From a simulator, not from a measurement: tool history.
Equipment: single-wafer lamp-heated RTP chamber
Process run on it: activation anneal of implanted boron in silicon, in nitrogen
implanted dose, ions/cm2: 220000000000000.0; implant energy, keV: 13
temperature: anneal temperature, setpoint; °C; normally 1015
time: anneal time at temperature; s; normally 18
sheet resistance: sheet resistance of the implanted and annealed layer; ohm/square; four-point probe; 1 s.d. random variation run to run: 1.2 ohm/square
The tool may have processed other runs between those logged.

| run | day | temperature | time | wafers since the last listed run | wafers since the last pyrometer calibration | wafers since the reflector plate was cleaned | hours since the gauge calibration | read-back reference wafer on the same gauge, sheet resistance | sheet resistance |
|---|---|---|---|---|---|---|---|---|---|
| 1 | 0 | 993 | 25 | 0 | 5264 | 4976 | 240.8 | 354.08 | 416.05 |
| 2 | 3.712 | 993 | 25 | 2054 | 7319 | 7031 | 329.9 | 353.85 | 415.92 |
|  | 4.608 | pyrometer window cleaned and pyrometer calibrated |
| 3 | 7.412 | 1015 | 18 | 1863 | 1552 | 8894 | 418.7 | 354.2 | 414.38 |
|  | 8.796 | reflector plate cleaned |
| 4 | 10.854 | 1015 | 18 | 1720 | 3272 | 1139 | 501.3 | 353.95 | 412.89 |
| 5 | 12.992 | 1015 | 18 | 1182 | 4455 | 2322 | 552.6 | 354.07 | 414.51 |
|  | 16.658 | pyrometer window cleaned and pyrometer calibrated |
| 6 | 16.679 | 1015 | 18 | 1856 | 12 | 4179 | 641.1 | 354.28 | 412.41 |
| 7 | 20.162 | 1015 | 18 | 1927 | 1939 | 6107 | 724.7 | 353.91 | 413.93 |
| 8 | 24.067 | 1029 | 13 | 2160 | 4100 | 8267 | 818.4 | 354.15 | 412.9 |
|  | 25.733 | reflector plate cleaned |
| 9 | 25.767 | 1015 | 18 | 756 | 4857 | 18 | 859.2 | 353.98 | 413.03 |
| 10 | 28.575 | 988 | 8 | 1554 | 6411 | 1573 | 926.6 | 354.08 | 426.85 |
|  | 29.612 | pyrometer window cleaned and pyrometer calibrated |
|  | 29.621 | gauge calibrated |
| 11 | 30.75 | 998 | 8 | 1019 | 629 | 2592 | 27.1 | 354 | 420.83 |
| 12 | 32.667 | 1015 | 18 | 1060 | 1690 | 3653 | 73.1 | 354 | 413.15 |
| 13 | 35.2 | 1044 | 15 | 1402 | 3092 | 5055 | 133.9 | 353.97 | 412.72 |
| 14 | 38.396 | 1015 | 9 | 1768 | 4860 | 6823 | 210.6 | 353.86 | 414.94 |

5 ways to go on from here, each from the tool as it stands after run 14. What would each give?
| A | 38.412 | 1015 | 18 | 9 | 4869 | 6833 | 211 | ? | ? |
| B | 38.412 | 1015 | 25 | 9 | 4869 | 6833 | 211 | ? | ? |
| C | 38.412 | 1043 | 9 | 9 | 4869 | 6833 | 211 | ? | ? |
| D | 38.412 | 1001 | 18 | 9 | 4869 | 6833 | 211 | ? | ? |
| E | 38.412 | 1015 | 26 | 9 | 4869 | 6833 | 211 | ? | ? |

| run | read-back reference wafer on the same gauge, sheet resistance | sheet resistance |
|---|---|---|
| A | 354.11 | 414.45 |
| B | 354.11 | 413.5 |
| C | 354.11 | 413.68 |
| D | 354.11 | 417.41 |
| E | 354.11 | 413.38 |
The same runs, with their run-to-run variation unchanged, on a tool lacking any hidden condition would have given:
| run | sheet resistance |
|---|---|
| A | 414.45 |
| B | 413.5 |
| C | 413.68 |
| D | 417.41 |
| E | 413.38 |

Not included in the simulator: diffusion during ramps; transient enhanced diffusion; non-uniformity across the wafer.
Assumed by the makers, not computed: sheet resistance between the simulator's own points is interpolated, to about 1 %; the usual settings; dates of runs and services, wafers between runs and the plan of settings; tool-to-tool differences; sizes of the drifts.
